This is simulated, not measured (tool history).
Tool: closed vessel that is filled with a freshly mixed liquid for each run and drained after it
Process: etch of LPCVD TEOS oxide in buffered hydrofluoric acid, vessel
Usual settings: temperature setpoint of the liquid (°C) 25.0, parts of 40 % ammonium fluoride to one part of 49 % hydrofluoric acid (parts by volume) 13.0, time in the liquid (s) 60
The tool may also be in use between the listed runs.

run	hour	temperature setpoint of the liquid (°C)	parts of 40 % ammonium fluoride to one part of 49 % hydrofluoric acid (parts by volume)	time in the liquid (s)	wafers since the last listed run	hours since the thermometer was replaced	hours since the hydrofluoric acid flow meter was replaced	hours since the gauge calibration	read-back film thickness of the LPCVD TEOS oxide reference wafer, read on the same gauge (nm)	thickness taken off the LPCVD TEOS oxide on a monitor wafer (angstrom)
1	0.0	25.0	14.5	45	0	1367.5	772.4	0.7	80.00	1566.8
2	15.5	25.0	14.5	45	1653	1383.0	787.9	16.2	80.00	1564.4
3	64.2	25.0	14.5	45	5194	1431.7	836.6	64.9	79.97	1588.8
4	70.8	25.0	13.0	60	704	1438.3	843.2	71.5	79.99	2343.3
5	77.3	25.0	13.0	60	693	1444.8	849.7	78.0	79.98	2312.4
6	94.5	25.0	13.0	60	1834	1462.0	866.9	95.2	79.97	2343.6
# hour 98.6: hydrofluoric acid flow meter replaced
7	109.1	25.0	13.0	75	1450	1476.6	10.5	109.8	80.01	2627.6
8	121.9	22.0	13.0	60	1365	1489.4	23.3	122.6	80.03	1788.6
9	135.8	22.0	13.0	60	1482	1503.3	37.2	136.5	80.04	1806.0
10	143.4	23.0	9.5	60	810	1510.9	44.8	144.1	79.99	2538.3
# hour 144.8: thermometer replaced
11	154.7	26.5	8.5	60	1098	9.9	56.1	155.4	79.99	3394.8
12	162.0	23.0	13.0	60	778	17.2	63.4	162.7	79.97	1916.4
# hour 168.5: gauge calibrated
13	175.9	25.0	14.5	45	1482	31.1	77.3	7.4	79.97	1443.6
14	186.9	27.5	11.5	35	1173	42.1	88.3	18.4	80.00	1625.0
15	194.8	25.0	13.0	60	842	50.0	96.2	26.3	80.02	2147.7
16	212.5	27.5	13.0	85	1888	67.7	113.9	44.0	79.98	3496.5
17	220.3	25.0	13.0	60	832	75.5	121.7	51.8	79.99	2160.6
18	226.7	25.0	13.0	50	682	81.9	128.1	58.2	80.01	1779.5
19	241.0	25.0	8.5	60	1525	96.2	142.4	72.5	80.01	3169.1

Forecast each of these 3 alternatives for the next run:
A	241.7	21.5	13.0	60	74	96.9	143.1	73.2	?	?
B	241.7	26.5	14.5	30	74	96.9	143.1	73.2	?	?
C	241.7	29.0	9.5	70	74	96.9	143.1	73.2	?	?

run	read-back film thickness of the LPCVD TEOS oxide reference wafer, read on the same gauge (nm)	thickness taken off the LPCVD TEOS oxide on a monitor wafer (angstrom)
A	79.97	1780.3
B	79.97	1050.8
C	79.97	4124.4
Without the tool's hidden state the same runs would have given:
run	thickness taken off the LPCVD TEOS oxide on a monitor wafer (angstrom)
A	1740.6
B	1027.4
C	4065.0

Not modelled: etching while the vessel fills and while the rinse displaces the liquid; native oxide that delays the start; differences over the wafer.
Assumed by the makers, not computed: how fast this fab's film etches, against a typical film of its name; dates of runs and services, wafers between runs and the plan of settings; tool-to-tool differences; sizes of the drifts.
